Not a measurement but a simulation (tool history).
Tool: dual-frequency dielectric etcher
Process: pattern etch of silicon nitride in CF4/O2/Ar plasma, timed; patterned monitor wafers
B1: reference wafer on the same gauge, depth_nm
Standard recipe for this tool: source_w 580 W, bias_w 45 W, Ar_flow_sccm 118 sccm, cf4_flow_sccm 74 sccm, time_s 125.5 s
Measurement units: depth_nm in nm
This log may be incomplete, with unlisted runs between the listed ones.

{"run": 1, "hour": 0.0, "source_w": 580, "bias_w": 45, "Ar_flow_sccm": 118, "cf4_flow_sccm": 61, "time_s": 125.5, "B1": 243.9, "depth_nm": 229.6}
{"run": 2, "hour": 92.3, "source_w": 580, "bias_w": 45, "Ar_flow_sccm": 118, "cf4_flow_sccm": 61, "time_s": 125.5, "B1": 243.9, "depth_nm": 229.4}
{"run": 3, "hour": 186.4, "source_w": 580, "bias_w": 45, "Ar_flow_sccm": 118, "cf4_flow_sccm": 61, "time_s": 125.5, "B1": 244.2, "depth_nm": 229.1}
{"run": 4, "hour": 268.1, "source_w": 580, "bias_w": 45, "Ar_flow_sccm": 118, "cf4_flow_sccm": 74, "time_s": 125.5, "B1": 243.9, "depth_nm": 241.7}
{"hour": 311.7, "done": "wet clean of the chamber"}
{"run": 5, "hour": 320.2, "source_w": 580, "bias_w": 45, "Ar_flow_sccm": 118, "cf4_flow_sccm": 74, "time_s": 125.5, "B1": 244.0, "depth_nm": 241.8}
{"run": 6, "hour": 373.1, "source_w": 580, "bias_w": 45, "Ar_flow_sccm": 118, "cf4_flow_sccm": 74, "time_s": 125.5, "B1": 244.2, "depth_nm": 242.6}
{"run": 7, "hour": 417.6, "source_w": 580, "bias_w": 45, "Ar_flow_sccm": 118, "cf4_flow_sccm": 74, "time_s": 125.5, "B1": 244.3, "depth_nm": 240.9}
{"run": 8, "hour": 478.8, "source_w": 580, "bias_w": 45, "Ar_flow_sccm": 118, "cf4_flow_sccm": 74, "time_s": 125.5, "B1": 244.2, "depth_nm": 241.0}
{"hour": 485.6, "done": "Ar flow controller replaced"}
{"run": 9, "hour": 518.7, "source_w": 530, "bias_w": 40, "Ar_flow_sccm": 118, "cf4_flow_sccm": 74, "time_s": 125.5, "B1": 243.7, "depth_nm": 205.6}
{"hour": 602.3, "done": "bias power generator calibrated"}
{"hour": 624.9, "done": "upper electrode replaced, of another model than before"}
{"hour": 657.7, "done": "wet clean of the chamber"}
{"hour": 671.7, "done": "source power generator calibrated"}
{"run": 10, "hour": 687.4, "source_w": 580, "bias_w": 45, "Ar_flow_sccm": 118, "cf4_flow_sccm": 74, "time_s": 125.5, "B1": 244.1, "depth_nm": 235.4}
{"run": 11, "hour": 773.4, "source_w": 580, "bias_w": 50, "Ar_flow_sccm": 118, "cf4_flow_sccm": 86, "time_s": 125.5, "B1": 244.1, "depth_nm": 253.5}

Run 12, settings as shown, results not yet in. Your forecast:
{"run": 12, "hour": 870.4, "source_w": 530, "bias_w": 45, "Ar_flow_sccm": 118, "cf4_flow_sccm": 74, "time_s": 125.5, "B1": "?", "depth_nm": "?"}

Run 12 yielded B1 243.8, depth_nm 205.8 nm.
Minus the tool's unlogged condition, the same run would have read depth_nm 204.6 nm.
